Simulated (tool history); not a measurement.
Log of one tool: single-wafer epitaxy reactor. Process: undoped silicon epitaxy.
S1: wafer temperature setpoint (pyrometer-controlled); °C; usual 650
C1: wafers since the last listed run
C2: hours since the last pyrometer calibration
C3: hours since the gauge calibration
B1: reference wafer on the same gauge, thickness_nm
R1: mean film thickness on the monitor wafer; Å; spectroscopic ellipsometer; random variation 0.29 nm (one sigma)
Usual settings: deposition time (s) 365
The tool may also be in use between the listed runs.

run 1 hour=0.0 | S1=650 deposition_time_(s)=365 | C1=0 C2=948.2 C3=214.3 | B1=71.606 | R1=651.93
run 2 hour=70.5 | S1=650 deposition_time_(s)=365 | C1=407 C2=1018.7 C3=284.8 | B1=71.655 | R1=651.86
run 3 hour=118.5 | S1=661 deposition_time_(s)=365 | C1=277 C2=1066.7 C3=332.8 | B1=71.572 | R1=822.28
run 4 hour=161.3 | S1=661 deposition_time_(s)=365 | C1=247 C2=1109.5 C3=375.6 | B1=71.616 | R1=814.93
run 5 hour=231.8 | S1=650 deposition_time_(s)=365 | C1=407 C2=1180.0 C3=446.1 | B1=71.587 | R1=656.46
run 6 hour=262.4 | S1=650 deposition_time_(s)=365 | C1=176 C2=1210.6 C3=476.7 | B1=71.598 | R1=651.16
run 7 hour=299.2 | S1=650 deposition_time_(s)=365 | C1=212 C2=1247.4 C3=513.5 | B1=71.505 | R1=655.96
run 8 hour=335.0 | S1=661 deposition_time_(s)=419 | C1=206 C2=1283.2 C3=549.3 | B1=71.701 | R1=942.20
run 9 hour=371.7 | S1=650 deposition_time_(s)=365 | C1=212 C2=1319.9 C3=586.0 | B1=71.586 | R1=657.74
run 10 hour=425.0 | S1=650 deposition_time_(s)=365 | C1=307 C2=1373.2 C3=639.3 | B1=71.644 | R1=657.91
run 11 hour=477.6 | S1=650 deposition_time_(s)=365 | C1=303 C2=1425.8 C3=691.9 | B1=71.705 | R1=661.22
run 12 hour=540.3 | S1=650 deposition_time_(s)=406 | C1=362 C2=1488.5 C3=754.6 | B1=71.694 | R1=737.56
run 13 hour=581.2 | S1=650 deposition_time_(s)=365 | C1=236 C2=1529.4 C3=795.5 | B1=71.590 | R1=663.67
run 14 hour=626.8 | S1=638 deposition_time_(s)=402 | C1=263 C2=1575.0 C3=841.1 | B1=71.763 | R1=567.20
-- hour=678.8 pyrometer calibrated
run 15 hour=693.0 | S1=645 deposition_time_(s)=413 | C1=336 C2=14.2 C3=907.3 | B1=71.554 | R1=654.38
run 16 hour=729.1 | S1=639 deposition_time_(s)=335 | C1=208 C2=50.3 C3=943.4 | B1=71.553 | R1=469.09
run 17 hour=768.7 | S1=654 deposition_time_(s)=425 | C1=228 C2=89.9 C3=983.0 | B1=71.747 | R1=818.40
run 18 hour=830.2 | S1=658 deposition_time_(s)=334 | C1=355 C2=151.4 C3=1044.5 | B1=71.667 | R1=701.49
-- hour=867.1 gauge calibrated
run 19 hour=889.2 | S1=650 deposition_time_(s)=365 | C1=340 C2=210.4 C3=22.1 | B1=71.637 | R1=646.09
run 20 hour=914.1 | S1=646 deposition_time_(s)=414 | C1=143 C2=235.3 C3=47.0 | B1=71.501 | R1=673.40
run 21 hour=969.8 | S1=640 deposition_time_(s)=365 | C1=321 C2=291.0 C3=102.7 | B1=71.646 | R1=525.03
run 22 hour=1021.4 | S1=659 deposition_time_(s)=365 | C1=298 C2=342.6 C3=154.3 | B1=71.684 | R1=778.12
run 23 hour=1197.7 | S1=650 deposition_time_(s)=365 | C1=1018 C2=518.9 C3=330.6 | B1=71.558 | R1=649.48

The same runs without the tool's hidden state, with the same run-to-run variation:
The hidden state here: wafer temperature above the value expected at the setpoint (K); gauge reads high (%).
run=1 R1=645.73
run=2 R1=644.51
run=3 R1=812.19
run=4 R1=804.00
run=5 R1=646.11
run=6 R1=640.29
run=7 R1=644.25
run=8 R1=924.71
run=9 R1=644.46
run=10 R1=643.44
run=11 R1=645.46
run=12 R1=718.28
run=13 R1=645.29
run=14 R1=550.08
run=15 R1=652.60
run=16 R1=467.78
run=17 R1=816.13
run=18 R1=699.43
run=19 R1=643.99
run=20 R1=671.09
run=21 R1=523.01
run=22 R1=774.92
run=23 R1=645.49
